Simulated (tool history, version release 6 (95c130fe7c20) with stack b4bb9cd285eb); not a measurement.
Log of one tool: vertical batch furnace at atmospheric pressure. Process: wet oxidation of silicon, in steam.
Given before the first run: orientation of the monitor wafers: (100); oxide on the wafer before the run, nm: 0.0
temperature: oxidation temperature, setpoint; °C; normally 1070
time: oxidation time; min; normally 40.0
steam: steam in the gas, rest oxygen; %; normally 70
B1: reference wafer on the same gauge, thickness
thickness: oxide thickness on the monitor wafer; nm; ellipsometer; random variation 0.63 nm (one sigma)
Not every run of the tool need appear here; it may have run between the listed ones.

Run 1, hour 0.0: usual settings; B1 503.06. Result: thickness 395.84 nm.
Run 2, hour 26.7: usual settings; B1 502.92. Result: thickness 396.17 nm.
Run 3, hour 59.6: usual settings; B1 502.90. Result: thickness 396.20 nm.
Run 4, hour 77.7: usual settings but temperature 1080 °C, time 33.5 min; B1 502.80. Result: thickness 374.05 nm.
Run 5, hour 103.7: usual settings but temperature 1080 °C, time 33.5 min; B1 503.10. Result: thickness 375.12 nm.
Run 6, hour 120.5: usual settings but temperature 1057 °C, time 50.0 min; B1 503.06. Result: thickness 422.63 nm.
Run 7, hour 149.2: usual settings but temperature 1057 °C, time 50.0 min; B1 503.23. Result: thickness 421.98 nm.
Run 8, hour 182.5: usual settings; B1 503.20. Result: thickness 394.48 nm.
At hour 193.1: gauge calibrated.
Run 9, hour 210.4: usual settings; B1 503.12. Result: thickness 395.05 nm.
At hour 241.7: thermocouples replaced and temperature profile calibrated.
Run 10, hour 242.2: usual settings but time 55.5 min, steam 76 %; B1 503.09. Result: thickness 507.61 nm.
Run 11, hour 263.8: usual settings but time 53.5 min; B1 503.01. Result: thickness 472.77 nm.
At hour 291.5: steam generator serviced.
Run 12, hour 292.0: usual settings but time 29.0 min, steam 80 %; B1 502.79. Result: thickness 372.65 nm.
Run 13, hour 303.6: usual settings but temperature 1046 °C, time 53.5 min, steam 63 %; B1 503.39. Result: thickness 408.85 nm.
Run 14, hour 315.8: usual settings but temperature 1061 °C, time 51.0 min; B1 503.03. Result: thickness 462.75 nm.
Run 15, hour 344.4: usual settings but temperature 1083 °C, time 53.0 min, steam 63 %; B1 502.90. Result: thickness 497.95 nm.
Run 16, hour 357.0: usual settings but steam 59 %; B1 503.29. Result: thickness 375.15 nm.
Run 17, hour 380.1: usual settings; B1 503.15. Result: thickness 417.45 nm.

Forecast each of these 5 alternatives for the next run:
Run A, hour 385.5: usual settings; B1 ?. Result: thickness ?.
Run B, hour 385.5: usual settings but temperature 1086 °C, steam 65 %; B1 ?. Result: thickness ?.
Run C, hour 385.5: usual settings but temperature 1088 °C, time 24.0 min, steam 76 %; B1 ?. Result: thickness ?.
Run D, hour 385.5: usual settings but time 26.5 min, steam 75 %; B1 ?. Result: thickness ?.
Run E, hour 385.5: usual settings but temperature 1051 °C, time 48.0 min, steam 63 %; B1 ?. Result: thickness ?.

run      B1  thickness
  A  503.41     416.56
  B  503.41     432.62
  C  503.41     352.22
  D  503.41     335.98
  E  503.41     391.46
Stripped of hidden state, with their random variation kept, the same runs would have yielded:
run  thickness
  A     419.35
  B     435.44
  C     354.57
  D     338.30
  E     394.18
